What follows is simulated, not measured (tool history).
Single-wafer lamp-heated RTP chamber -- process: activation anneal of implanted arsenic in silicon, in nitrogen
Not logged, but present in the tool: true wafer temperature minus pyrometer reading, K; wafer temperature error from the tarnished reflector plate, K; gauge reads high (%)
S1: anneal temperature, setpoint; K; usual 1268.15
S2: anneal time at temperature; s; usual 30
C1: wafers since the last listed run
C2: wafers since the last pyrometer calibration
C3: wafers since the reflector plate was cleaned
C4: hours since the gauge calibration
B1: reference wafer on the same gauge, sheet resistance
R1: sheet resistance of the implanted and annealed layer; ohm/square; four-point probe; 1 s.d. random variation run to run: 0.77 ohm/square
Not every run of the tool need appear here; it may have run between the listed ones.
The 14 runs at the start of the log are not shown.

run     day       S1  S2    C1    C2    C3     C4      B1      R1
     27.062  -- gauge calibrated
 15  28.679  1241.15  30   846  5864  3936   38.8  390.85  349.64
 16  31.075  1268.15  30   808  6672  4744   96.3   390.4  342.68
     32.479  -- pyrometer window cleaned and pyrometer calibrated
 17  33.917  1268.15  30   846   484  5591  164.5  390.45  340.47
     36.271  -- reflector plate cleaned
 18  36.292  1268.15  14   689  1173     7  221.5  389.94  348.16
 19  39.317  1245.15  16  1020  2194  1028  294.1  389.22  350.27
 20  41.946  1288.15  42   887  3082  1915  357.2  389.33  330.04
 21  43.617  1268.15  16   563  3646  2479  397.3  389.12  345.88
 22  46.112  1289.15  44   842  4488  3321  457.2  389.01  329.35
 23   47.35  1297.15  39   417  4906  3739  486.9  388.83  329.73
 24   49.45  1250.15  13   708  5614  4448  537.3  388.36  351.62
 25  51.775  1286.15  38   784  6399  5232  593.1  388.06  332.04
     53.504  -- pyrometer window cleaned and pyrometer calibrated
 26    54.1  1254.15  47   672   201  5905  648.9  388.23  339.84
     56.979  -- reflector plate cleaned
 27      57  1282.15  17   866  1067     7  718.5  387.87  342.44
 28  64.954  1257.15  20  2684  3752  2691  909.4  387.65  345.98
 29  67.296  1288.15  23   790  4542  3481  965.6   387.4  337.59

For run 30, what comes out?
 30  69.954  1260.15  23  897  5440  4379  1029.4   ?   ?

For run 30 the tool returned B1 387.73, R1 343.57 ohm/square.
Without the tool's hidden state the same run would have given R1 346.8 ohm/square.
